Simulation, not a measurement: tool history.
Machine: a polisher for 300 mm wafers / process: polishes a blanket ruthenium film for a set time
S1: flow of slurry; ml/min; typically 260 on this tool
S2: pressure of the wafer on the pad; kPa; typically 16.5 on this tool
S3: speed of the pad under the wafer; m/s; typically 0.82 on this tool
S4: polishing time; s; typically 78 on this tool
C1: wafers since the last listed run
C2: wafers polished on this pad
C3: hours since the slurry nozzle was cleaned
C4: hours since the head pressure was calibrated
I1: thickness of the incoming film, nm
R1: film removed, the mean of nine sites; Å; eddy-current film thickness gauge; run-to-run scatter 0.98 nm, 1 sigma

| run | hour | S1 | S2 | S3 | S4 | C1 | C2 | C3 | C4 | I1 | R1 |
|---|---|---|---|---|---|---|---|---|---|---|---|
| 1 | 0 | 260 | 16.5 | 0.82 | 70 | 0 | 309 | 437.3 | 287.5 | 461.9 | 834 |
| 2 | 13.7 | 260 | 16.5 | 0.82 | 78 | 122 | 432 | 451 | 301.2 | 466.7 | 918 |
|  | 40.3 | worn pad replaced by a new one |
| 3 | 46.5 | 260 | 16.5 | 0.82 | 78 | 257 | 55 | 483.8 | 334 | 460.6 | 912 |
| 4 | 53.5 | 260 | 20.7 | 0.82 | 78 | 62 | 118 | 490.8 | 341 | 452.3 | 1049 |
| 5 | 71.4 | 260 | 20.7 | 0.82 | 78 | 160 | 278 | 508.7 | 358.9 | 465.7 | 1053 |
| 6 | 89.2 | 260 | 16.5 | 0.82 | 78 | 159 | 437 | 526.5 | 376.7 | 460.9 | 905 |
| 7 | 96.1 | 320 | 17.9 | 0.82 | 78 | 61 | 499 | 533.4 | 383.6 | 461.6 | 991 |
|  | 111.6 | worn pad replaced by a new one |
| 8 | 112 | 230 | 18.6 | 0.82 | 78 | 106 | 3 | 549.3 | 399.5 | 454.5 | 929 |
| 9 | 122.1 | 230 | 18.6 | 0.82 | 78 | 90 | 93 | 559.4 | 409.6 | 464.7 | 932 |
|  | 126.3 | slurry nozzle cleaned |
| 10 | 131.4 | 260 | 16.5 | 0.82 | 78 | 74 | 168 | 5.1 | 418.9 | 457.1 | 963 |
|  | 143.8 | head pressure recalibrated |
| 11 | 144.3 | 260 | 16.5 | 0.82 | 78 | 97 | 265 | 18 | 0.5 | 459.2 | 976 |
|  | 181.5 | worn pad replaced by a new one |
| 12 | 182 | 260 | 20.7 | 0.82 | 95 | 301 | 4 | 55.7 | 38.2 | 458 | 1350 |
| 13 | 187.6 | 260 | 20.7 | 0.82 | 95 | 50 | 54 | 61.3 | 43.8 | 456.8 | 1363 |
| 14 | 195.2 | 260 | 16.5 | 0.82 | 92 | 67 | 122 | 68.9 | 51.4 | 451 | 1144 |
| 15 | 201.3 | 260 | 16.5 | 0.82 | 78 | 54 | 176 | 75 | 57.5 | 462.8 | 963 |
| 16 | 216.7 | 260 | 22.1 | 0.82 | 78 | 137 | 314 | 90.4 | 72.9 | 459.4 | 1176 |
| 17 | 226.1 | 260 | 16.5 | 1.06 | 78 | 84 | 398 | 99.8 | 82.3 | 452.6 | 1229 |
| 18 | 233.1 | 260 | 16.5 | 0.82 | 78 | 62 | 461 | 106.8 | 89.3 | 456.1 | 983 |
|  | 242.5 | worn pad replaced by a new one |
| 19 | 246.9 | 260 | 18.6 | 1.04 | 78 | 87 | 39 | 120.6 | 103.1 | 461.6 | 1311 |
| 20 | 257.4 | 260 | 19.3 | 0.82 | 56 | 93 | 133 | 131.1 | 113.6 | 460.2 | 751 |
| 21 | 270.1 | 260 | 14.5 | 0.82 | 78 | 113 | 246 | 143.8 | 126.3 | 468 | 882 |
| 22 | 282.6 | 260 | 11.7 | 0.98 | 95 | 111 | 358 | 156.3 | 138.8 | 462.6 | 1144 |
| 23 | 291.8 | 260 | 16.5 | 0.82 | 78 | 82 | 440 | 165.5 | 148 | 463.7 | 962 |
| 24 | 299.5 | 260 | 16.5 | 0.82 | 54 | 68 | 509 | 173.2 | 155.7 | 465.5 | 655 |
|  | 313.5 | worn pad replaced by a new one |
| 25 | 314 | 205 | 16.5 | 0.82 | 78 | 93 | 4 | 187.7 | 170.2 | 462.1 | 959 |
| 26 | 326.1 | 260 | 16.5 | 0.82 | 78 | 108 | 112 | 199.8 | 182.3 | 450.1 | 962 |

Below are 3 alternative next runs, each starting from the tool's condition after run 26. Predict each:
| A | 326.5 | 260 | 16.5 | 0.82 | 78 | 3 | 116 | 200.2 | 182.7 | 456.4 | ? |
| B | 326.5 | 260 | 20 | 0.82 | 93 | 3 | 116 | 200.2 | 182.7 | 456.4 | ? |
| C | 326.5 | 260 | 18.6 | 0.74 | 93 | 3 | 116 | 200.2 | 182.7 | 456.4 | ? |

| run | R1 |
|---|---|
| A | 950 |
| B | 1274 |
| C | 1101 |
Without the tool's hidden state the same runs would have given:
| run | R1 |
|---|---|
| A | 957 |
| B | 1284 |
| C | 1110 |
